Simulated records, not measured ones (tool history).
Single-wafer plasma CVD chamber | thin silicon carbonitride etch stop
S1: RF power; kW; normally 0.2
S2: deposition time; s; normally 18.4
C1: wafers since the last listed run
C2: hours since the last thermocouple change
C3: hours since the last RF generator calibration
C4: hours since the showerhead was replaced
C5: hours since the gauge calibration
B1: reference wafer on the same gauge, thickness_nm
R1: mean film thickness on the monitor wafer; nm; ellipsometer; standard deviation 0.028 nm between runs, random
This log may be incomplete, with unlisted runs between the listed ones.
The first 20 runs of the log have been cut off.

{"run": 21, "hour": 1221.3, "S1": 0.23, "S2": 17.5, "C1": 1270, "C2": 740.2, "C3": 535.7, "C4": 4365.7, "C5": 131.6, "B1": 9.483, "R1": 9.658}
{"hour": 1259.3, "done": "showerhead replaced"}
{"run": 22, "hour": 1259.8, "S1": 0.23, "S2": 21.8, "C1": 714, "C2": 778.7, "C3": 574.2, "C4": 0.5, "C5": 170.1, "B1": 9.487, "R1": 12.038}
{"hour": 1345.3, "done": "thermocouple changed; heater temperature recalibrated"}
{"run": 23, "hour": 1471.1, "S1": 0.17, "S2": 21.1, "C1": 4764, "C2": 125.8, "C3": 785.5, "C4": 211.8, "C5": 381.4, "B1": 9.475, "R1": 10.742}
{"run": 24, "hour": 1519.8, "S1": 0.2, "S2": 18.4, "C1": 1141, "C2": 174.5, "C3": 834.2, "C4": 260.5, "C5": 430.1, "B1": 9.48, "R1": 9.755}
{"run": 25, "hour": 1598.0, "S1": 0.175, "S2": 21.2, "C1": 1832, "C2": 252.7, "C3": 912.4, "C4": 338.7, "C5": 508.3, "B1": 9.478, "R1": 10.877}
{"run": 26, "hour": 1668.2, "S1": 0.18, "S2": 16.9, "C1": 1645, "C2": 322.9, "C3": 982.6, "C4": 408.9, "C5": 578.5, "B1": 9.48, "R1": 8.737}
{"hour": 1792.2, "done": "RF generator calibrated"}
{"run": 27, "hour": 1854.8, "S1": 0.2, "S2": 15, "C1": 4185, "C2": 509.5, "C3": 62.6, "C4": 595.5, "C5": 765.1, "B1": 9.481, "R1": 8.039}
{"run": 28, "hour": 1900.3, "S1": 0.2, "S2": 18.4, "C1": 1066, "C2": 555, "C3": 108.1, "C4": 641, "C5": 810.6, "B1": 9.477, "R1": 9.831}
{"run": 29, "hour": 1927.2, "S1": 0.175, "S2": 18.4, "C1": 630, "C2": 581.9, "C3": 135, "C4": 667.9, "C5": 837.5, "B1": 9.482, "R1": 9.564}
{"run": 30, "hour": 1977.7, "S1": 0.175, "S2": 20.9, "C1": 1183, "C2": 632.4, "C3": 185.5, "C4": 718.4, "C5": 888, "B1": 9.472, "R1": 10.829}
{"run": 31, "hour": 2016.5, "S1": 0.215, "S2": 18.4, "C1": 909, "C2": 671.2, "C3": 224.3, "C4": 757.2, "C5": 926.8, "B1": 9.482, "R1": 9.98}
{"run": 32, "hour": 2047.8, "S1": 0.21, "S2": 16.3, "C1": 733, "C2": 702.5, "C3": 255.6, "C4": 788.5, "C5": 958.1, "B1": 9.482, "R1": 8.788}

Estimate the outcome of run 33 from the log above:
{"run": 33, "hour": 2179.0, "S1": 0.19, "S2": 15.2, "C1": 3074, "C2": 833.7, "C3": 386.8, "C4": 919.7, "C5": 1089.3, "B1": "?", "R1": "?"}

B1: 9.472
R1: 8.034 nm
Minus the tool's unlogged condition, the same run would have read R1 8.131 nm.
